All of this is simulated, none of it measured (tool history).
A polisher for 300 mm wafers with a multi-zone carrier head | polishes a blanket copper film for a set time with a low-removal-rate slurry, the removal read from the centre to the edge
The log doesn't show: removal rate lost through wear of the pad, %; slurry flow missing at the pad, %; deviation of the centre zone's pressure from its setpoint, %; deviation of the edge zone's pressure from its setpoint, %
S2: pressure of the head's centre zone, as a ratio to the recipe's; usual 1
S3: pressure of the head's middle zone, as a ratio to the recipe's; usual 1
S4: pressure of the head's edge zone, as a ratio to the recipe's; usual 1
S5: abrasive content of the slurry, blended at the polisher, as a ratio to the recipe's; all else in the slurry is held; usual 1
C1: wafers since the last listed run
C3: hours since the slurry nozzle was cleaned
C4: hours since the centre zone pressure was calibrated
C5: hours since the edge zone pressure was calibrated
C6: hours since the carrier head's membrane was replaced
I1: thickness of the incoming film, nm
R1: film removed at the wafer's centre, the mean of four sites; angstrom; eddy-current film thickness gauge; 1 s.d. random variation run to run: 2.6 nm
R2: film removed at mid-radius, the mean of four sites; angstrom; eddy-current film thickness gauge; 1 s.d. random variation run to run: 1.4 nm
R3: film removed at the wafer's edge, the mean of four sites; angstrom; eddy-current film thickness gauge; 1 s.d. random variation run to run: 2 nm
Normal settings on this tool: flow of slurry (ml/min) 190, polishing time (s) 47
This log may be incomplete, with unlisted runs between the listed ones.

{"run": 1, "hour": 0.0, "flow of slurry (ml/min)": 190, "S2": 1, "S3": 1, "S4": 1, "S5": 1, "polishing time (s)": 34, "C1": 0, "wafers polished on this pad": 311, "C3": 209.8, "C4": 1224.7, "C5": 1229.3, "C6": 1134.4, "I1": 780.1, "R1": 1396, "R2": 1436, "R3": 1421}
{"run": 2, "hour": 13.6, "flow of slurry (ml/min)": 190, "S2": 1.02, "S3": 1, "S4": 1, "S5": 1, "polishing time (s)": 47, "C1": 150, "wafers polished on this pad": 461, "C3": 223.4, "C4": 1238.3, "C5": 1242.9, "C6": 1148, "I1": 760.8, "R1": 1959, "R2": 1950, "R3": 2008}
{"run": 3, "hour": 39.4, "flow of slurry (ml/min)": 155, "S2": 1, "S3": 1, "S4": 1, "S5": 1, "polishing time (s)": 47, "C1": 284, "wafers polished on this pad": 746, "C3": 249.2, "C4": 1264.1, "C5": 1268.7, "C6": 1173.8, "I1": 770, "R1": 1830, "R2": 1845, "R3": 1889}
{"run": 4, "hour": 54.9, "flow of slurry (ml/min)": 190, "S2": 1, "S3": 1, "S4": 1, "S5": 1, "polishing time (s)": 42, "C1": 171, "wafers polished on this pad": 917, "C3": 264.7, "C4": 1279.6, "C5": 1284.2, "C6": 1189.3, "I1": 762.9, "R1": 1725, "R2": 1709, "R3": 1746}
{"run": 5, "hour": 71.6, "flow of slurry (ml/min)": 190, "S2": 1, "S3": 1, "S4": 1, "S5": 1, "polishing time (s)": 42, "C1": 184, "wafers polished on this pad": 1101, "C3": 281.4, "C4": 1296.3, "C5": 1300.9, "C6": 1206, "I1": 769.2, "R1": 1637, "R2": 1690, "R3": 1724}
{"run": 6, "hour": 83.6, "flow of slurry (ml/min)": 190, "S2": 1, "S3": 1, "S4": 1, "S5": 1, "polishing time (s)": 42, "C1": 132, "wafers polished on this pad": 1234, "C3": 293.4, "C4": 1308.3, "C5": 1312.9, "C6": 1218, "I1": 773.3, "R1": 1697, "R2": 1667, "R3": 1719}
{"hour": 99.1, "done": "worn pad replaced by a new one"}
{"run": 7, "hour": 116.6, "flow of slurry (ml/min)": 190, "S2": 1, "S3": 1, "S4": 1, "S5": 1, "polishing time (s)": 47, "C1": 320, "wafers polished on this pad": 193, "C3": 326.4, "C4": 1341.3, "C5": 1345.9, "C6": 1251, "I1": 773.4, "R1": 1725, "R2": 1789, "R3": 1753}
{"hour": 141.1, "done": "edge zone pressure recalibrated"}
{"hour": 144.3, "done": "carrier head's membrane replaced by a new one"}
{"run": 8, "hour": 184.7, "flow of slurry (ml/min)": 190, "S2": 1, "S3": 1, "S4": 1, "S5": 1, "polishing time (s)": 47, "C1": 693, "wafers polished on this pad": 886, "C3": 394.5, "C4": 1409.4, "C5": 43.6, "C6": 40.4, "I1": 769.8, "R1": 1678, "R2": 1698, "R3": 1733}
{"run": 9, "hour": 202.5, "flow of slurry (ml/min)": 190, "S2": 1, "S3": 1, "S4": 1, "S5": 1, "polishing time (s)": 55, "C1": 196, "wafers polished on this pad": 1083, "C3": 412.3, "C4": 1427.2, "C5": 61.4, "C6": 58.2, "I1": 769.7, "R1": 1977, "R2": 1975, "R3": 2023}
{"hour": 211.7, "done": "slurry nozzle cleaned"}
{"run": 10, "hour": 220.7, "flow of slurry (ml/min)": 190, "S2": 1, "S3": 1, "S4": 1, "S5": 1, "polishing time (s)": 47, "C1": 189, "wafers polished on this pad": 1273, "C3": 9, "C4": 1445.4, "C5": 79.6, "C6": 76.4, "I1": 769.3, "R1": 1621, "R2": 1671, "R3": 1705}
{"hour": 231.4, "done": "worn pad replaced by a new one, repeated, since the last time left the tool worse"}
{"run": 11, "hour": 242.1, "flow of slurry (ml/min)": 150, "S2": 0.91, "S3": 1, "S4": 0.94, "S5": 1, "polishing time (s)": 58, "C1": 192, "wafers polished on this pad": 118, "C3": 30.4, "C4": 1466.8, "C5": 101, "C6": 97.8, "I1": 771.4, "R1": 2089, "R2": 2317, "R3": 2363}
{"run": 12, "hour": 255.4, "flow of slurry (ml/min)": 190, "S2": 1, "S3": 0.94, "S4": 1, "S5": 1.25, "polishing time (s)": 47, "C1": 146, "wafers polished on this pad": 264, "C3": 43.7, "C4": 1480.1, "C5": 114.3, "C6": 111.1, "I1": 781.4, "R1": 2052, "R2": 1984, "R3": 2115}
{"run": 13, "hour": 287.0, "flow of slurry (ml/min)": 190, "S2": 1, "S3": 1, "S4": 1, "S5": 1, "polishing time (s)": 32, "C1": 348, "wafers polished on this pad": 613, "C3": 75.3, "C4": 1511.7, "C5": 145.9, "C6": 142.7, "I1": 778.3, "R1": 1313, "R2": 1304, "R3": 1356}
{"run": 14, "hour": 321.4, "flow of slurry (ml/min)": 190, "S2": 1.05, "S3": 1, "S4": 1, "S5": 1, "polishing time (s)": 47, "C1": 379, "wafers polished on this pad": 993, "C3": 109.7, "C4": 1546.1, "C5": 180.3, "C6": 177.1, "I1": 767.9, "R1": 1942, "R2": 1913, "R3": 1940}
{"run": 15, "hour": 334.0, "flow of slurry (ml/min)": 190, "S2": 1.11, "S3": 1, "S4": 1, "S5": 1, "polishing time (s)": 47, "C1": 139, "wafers polished on this pad": 1132, "C3": 122.3, "C4": 1558.7, "C5": 192.9, "C6": 189.7, "I1": 772, "R1": 2097, "R2": 1887, "R3": 1913}
{"run": 16, "hour": 351.3, "flow of slurry (ml/min)": 190, "S2": 1, "S3": 1.06, "S4": 1.1, "S5": 1, "polishing time (s)": 47, "C1": 190, "wafers polished on this pad": 1323, "C3": 139.6, "C4": 1576, "C5": 210.2, "C6": 207, "I1": 757, "R1": 1821, "R2": 1961, "R3": 1987}

For run 17, what comes out?
{"hour": 362.5, "done": "worn pad replaced by a new one"}
{"run": 17, "hour": 376.1, "flow of slurry (ml/min)": 190, "S2": 1, "S3": 1, "S4": 1, "S5": 0.9, "polishing time (s)": 59, "C1": 229, "wafers polished on this pad": 150, "C3": 164.4, "C4": 1600.8, "C5": 235, "C6": 231.8, "I1": 765.2, "R1": "?", "R2": "?", "R3": "?"}

{"run 17": {"R1": 2307, "R2": 2379, "R3": 2477}}
Were there no unlogged condition in the tool, this run, its random variation unchanged, would have produced R1 2328 angstrom, R2 2401 angstrom, R3 2500 angstrom.

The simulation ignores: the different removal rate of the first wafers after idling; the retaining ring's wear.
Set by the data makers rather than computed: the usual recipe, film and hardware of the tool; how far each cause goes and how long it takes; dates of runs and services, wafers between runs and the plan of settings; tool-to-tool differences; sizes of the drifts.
